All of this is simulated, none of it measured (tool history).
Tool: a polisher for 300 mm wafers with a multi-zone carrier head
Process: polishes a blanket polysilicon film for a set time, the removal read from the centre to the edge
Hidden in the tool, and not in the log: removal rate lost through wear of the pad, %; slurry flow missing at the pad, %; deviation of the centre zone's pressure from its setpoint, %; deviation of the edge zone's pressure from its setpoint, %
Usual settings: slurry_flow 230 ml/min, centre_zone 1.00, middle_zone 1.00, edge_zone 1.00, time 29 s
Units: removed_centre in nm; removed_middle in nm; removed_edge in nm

| run | hour | slurry_flow | centre_zone | middle_zone | edge_zone | time | wafers since the last listed run | wafers polished on this pad | hours since the slurry nozzle was cleaned | hours since the centre zone pressure was calibrated | hours since the edge zone pressure was calibrated | hours since the carrier head's membrane was replaced | incoming thickness of the incoming film, nm | removed_centre | removed_middle | removed_edge |
|---|---|---|---|---|---|---|---|---|---|---|---|---|---|---|---|---|
| 1 | 0.0 | 265 | 1.00 | 0.96 | 1.00 | 29 | 0 | 6775 | 485.8 | 3.6 | 905.4 | 173.5 | 1013.4 | 358.2 | 347.6 | 356.3 |
|  | 56.8 | edge zone pressure recalibrated |
| 2 | 94.6 | 190 | 1.00 | 1.00 | 1.00 | 29 | 1310 | 8086 | 580.4 | 98.2 | 37.8 | 268.1 | 996.7 | 323.9 | 323.3 | 331.2 |
| 3 | 164.2 | 230 | 1.00 | 1.00 | 1.00 | 29 | 984 | 9071 | 650.0 | 167.8 | 107.4 | 337.7 | 1023.5 | 357.5 | 339.9 | 344.0 |
| 4 | 226.0 | 230 | 0.95 | 1.07 | 1.00 | 29 | 874 | 9945 | 711.8 | 229.6 | 169.2 | 399.5 | 1011.8 | 327.3 | 354.5 | 335.5 |
|  | 240.2 | worn pad replaced by a new one |
| 5 | 275.2 | 230 | 1.00 | 1.00 | 1.00 | 29 | 639 | 495 | 761.0 | 278.8 | 218.4 | 448.7 | 1017.3 | 379.4 | 374.5 | 381.5 |
|  | 280.3 | slurry nozzle cleaned |
| 6 | 349.7 | 230 | 1.00 | 1.06 | 1.00 | 29 | 1040 | 1535 | 69.4 | 353.3 | 292.9 | 523.2 | 1000.1 | 370.6 | 381.4 | 367.0 |
| 7 | 428.1 | 230 | 1.00 | 1.00 | 1.00 | 29 | 1109 | 2645 | 147.8 | 431.7 | 371.3 | 601.6 | 1013.4 | 360.2 | 361.3 | 363.1 |
|  | 492.2 | carrier head's membrane replaced by a new one |
| 8 | 517.8 | 230 | 1.00 | 0.88 | 1.00 | 29 | 1198 | 3843 | 237.5 | 521.4 | 461.0 | 25.6 | 1027.1 | 357.0 | 325.2 | 352.4 |
| 9 | 585.4 | 230 | 1.00 | 1.00 | 1.00 | 29 | 956 | 4800 | 305.1 | 589.0 | 528.6 | 93.2 | 998.1 | 357.1 | 343.1 | 347.2 |
| 10 | 688.6 | 160 | 1.00 | 1.00 | 0.92 | 29 | 1460 | 6261 | 408.3 | 692.2 | 631.8 | 196.4 | 1020.0 | 295.7 | 293.5 | 295.3 |
| 11 | 755.0 | 230 | 1.00 | 1.00 | 1.00 | 29 | 939 | 7200 | 474.7 | 758.6 | 698.2 | 262.8 | 995.1 | 339.5 | 347.6 | 336.0 |
|  | 793.6 | centre zone pressure recalibrated |
| 12 | 848.7 | 230 | 1.00 | 0.93 | 1.00 | 29 | 1297 | 8498 | 568.4 | 55.1 | 791.9 | 356.5 | 999.3 | 340.6 | 323.3 | 336.9 |
| 13 | 906.3 | 170 | 1.06 | 1.00 | 1.00 | 29 | 815 | 9313 | 626.0 | 112.7 | 849.5 | 414.1 | 1005.1 | 320.1 | 302.4 | 312.3 |
|  | 915.0 | worn pad replaced by a new one |
| 14 | 945.1 | 230 | 1.00 | 1.00 | 1.00 | 29 | 492 | 426 | 664.8 | 151.5 | 888.3 | 452.9 | 1002.6 | 388.3 | 384.5 | 381.2 |
|  | 1000.4 | slurry nozzle cleaned |
| 15 | 1019.8 | 230 | 1.00 | 1.00 | 1.00 | 33 | 1043 | 1469 | 19.4 | 226.2 | 963.0 | 527.6 | 1011.1 | 417.7 | 419.3 | 422.8 |
| 16 | 1082.3 | 230 | 1.00 | 1.00 | 1.00 | 29 | 884 | 2354 | 81.9 | 288.7 | 1025.5 | 590.1 | 1009.1 | 371.6 | 367.2 | 360.4 |
| 17 | 1148.7 | 230 | 1.00 | 1.00 | 1.00 | 29 | 939 | 3293 | 148.3 | 355.1 | 1091.9 | 656.5 | 1015.8 | 368.4 | 358.9 | 359.8 |
| 18 | 1196.5 | 290 | 1.00 | 1.00 | 1.00 | 29 | 676 | 3970 | 196.1 | 402.9 | 1139.7 | 704.3 | 1002.7 | 379.6 | 363.9 | 372.3 |
|  | 1248.0 | edge zone pressure recalibrated |
| 19 | 1267.2 | 295 | 1.00 | 1.00 | 1.00 | 24 | 972 | 4942 | 266.8 | 473.6 | 19.2 | 775.0 | 1026.7 | 311.2 | 308.4 | 300.4 |
|  | 1304.5 | carrier head's membrane replaced by a new one |
| 20 | 1357.6 | 230 | 1.00 | 1.00 | 1.00 | 29 | 1208 | 6151 | 357.2 | 564.0 | 109.6 | 53.1 | 1025.2 | 350.5 | 343.4 | 344.7 |
| 21 | 1414.3 | 190 | 1.00 | 0.90 | 0.96 | 29 | 802 | 6953 | 413.9 | 620.7 | 166.3 | 109.8 | 1016.1 | 328.0 | 303.4 | 323.8 |

5 ways to go on from here, each from the tool as it stands after run 21. What would each give?
| A | 1414.7 | 230 | 1.00 | 1.00 | 1.12 | 29 | 5 | 6959 | 414.3 | 621.1 | 166.7 | 110.2 | 1001.1 | ? | ? | ? |
| B | 1414.7 | 210 | 1.08 | 1.00 | 0.93 | 29 | 5 | 6959 | 414.3 | 621.1 | 166.7 | 110.2 | 1001.1 | ? | ? | ? |
| C | 1414.7 | 255 | 1.00 | 1.11 | 1.00 | 37 | 5 | 6959 | 414.3 | 621.1 | 166.7 | 110.2 | 1001.1 | ? | ? | ? |
| D | 1414.7 | 150 | 1.00 | 1.00 | 0.92 | 29 | 5 | 6959 | 414.3 | 621.1 | 166.7 | 110.2 | 1001.1 | ? | ? | ? |
| E | 1414.7 | 200 | 1.12 | 0.88 | 1.11 | 29 | 5 | 6959 | 414.3 | 621.1 | 166.7 | 110.2 | 1001.1 | ? | ? | ? |

| run | removed_centre | removed_middle | removed_edge |
|---|---|---|---|
| A | 352.2 | 342.7 | 364.5 |
| B | 370.6 | 334.6 | 327.0 |
| C | 460.3 | 481.2 | 446.1 |
| D | 275.3 | 276.3 | 284.6 |
| E | 377.5 | 301.4 | 352.8 |
Without the tool's hidden state the same runs would have given:
| run | removed_centre | removed_middle | removed_edge |
|---|---|---|---|
| A | 396.8 | 386.1 | 410.6 |
| B | 417.5 | 376.9 | 368.4 |
| C | 518.6 | 542.1 | 502.6 |
| D | 310.1 | 311.3 | 320.6 |
| E | 425.3 | 339.5 | 397.5 |
